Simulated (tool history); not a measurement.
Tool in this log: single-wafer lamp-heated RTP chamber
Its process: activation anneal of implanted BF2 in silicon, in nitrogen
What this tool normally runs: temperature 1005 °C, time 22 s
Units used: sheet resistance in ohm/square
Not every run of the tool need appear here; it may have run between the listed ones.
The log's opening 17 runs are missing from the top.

run,hour,temperature,time,"read-back reference wafer on the same gauge, sheet resistance",sheet resistance
18,1236.4,1005,22,222.12,207.16
# hour 1295.4: gauge calibrated
19,1301.3,1022,22,222.07,179.56
20,1437.1,984,14,222.20,277.63
21,1500.0,1005,29,222.06,186.41
# hour 1571.6: reflector plate cleaned
22,1587.9,987,10,221.94,298.93
23,1670.1,1023,9,222.23,224.43
24,1775.6,1005,22,222.17,209.81
25,1815.3,1014,9,222.10,243.28
# hour 1882.0: pyrometer window cleaned and pyrometer calibrated
26,1910.9,1021,22,222.08,180.27
27,1989.3,1025,15,221.88,193.27
28,2037.2,1005,28,221.98,194.90
29,2135.3,987,9,221.99,299.92
30,2225.1,1005,13,222.08,233.84
# hour 2295.8: reflector plate cleaned
31,2381.7,1019,18,221.85,197.06
32,2451.5,984,31,221.99,242.91
33,2516.6,1030,35,221.94,154.60
# hour 2600.9: pyrometer window cleaned and pyrometer calibrated
34,2601.4,989,10,222.33,292.01
35,2653.8,1005,12,221.88,243.54

Consider 5 possible next runs. They are alternatives, not a sequence: every one starts from the tool as it was left by run 35. What does each give?
A,2654.2,1005,22,?,?
B,2654.2,1015,22,?,?
C,2654.2,995,22,?,?
D,2654.2,993,11,?,?
E,2654.2,1028,13,?,?

run,"read-back reference wafer on the same gauge, sheet resistance",sheet resistance
A,222.16,206.74
B,222.16,187.94
C,222.16,229.80
D,222.16,275.03
E,222.16,193.33
Stripped of hidden state, with their random variation kept, the same runs would have yielded:
run,sheet resistance
A,209.62
B,190.19
C,233.16
D,278.25
E,195.69

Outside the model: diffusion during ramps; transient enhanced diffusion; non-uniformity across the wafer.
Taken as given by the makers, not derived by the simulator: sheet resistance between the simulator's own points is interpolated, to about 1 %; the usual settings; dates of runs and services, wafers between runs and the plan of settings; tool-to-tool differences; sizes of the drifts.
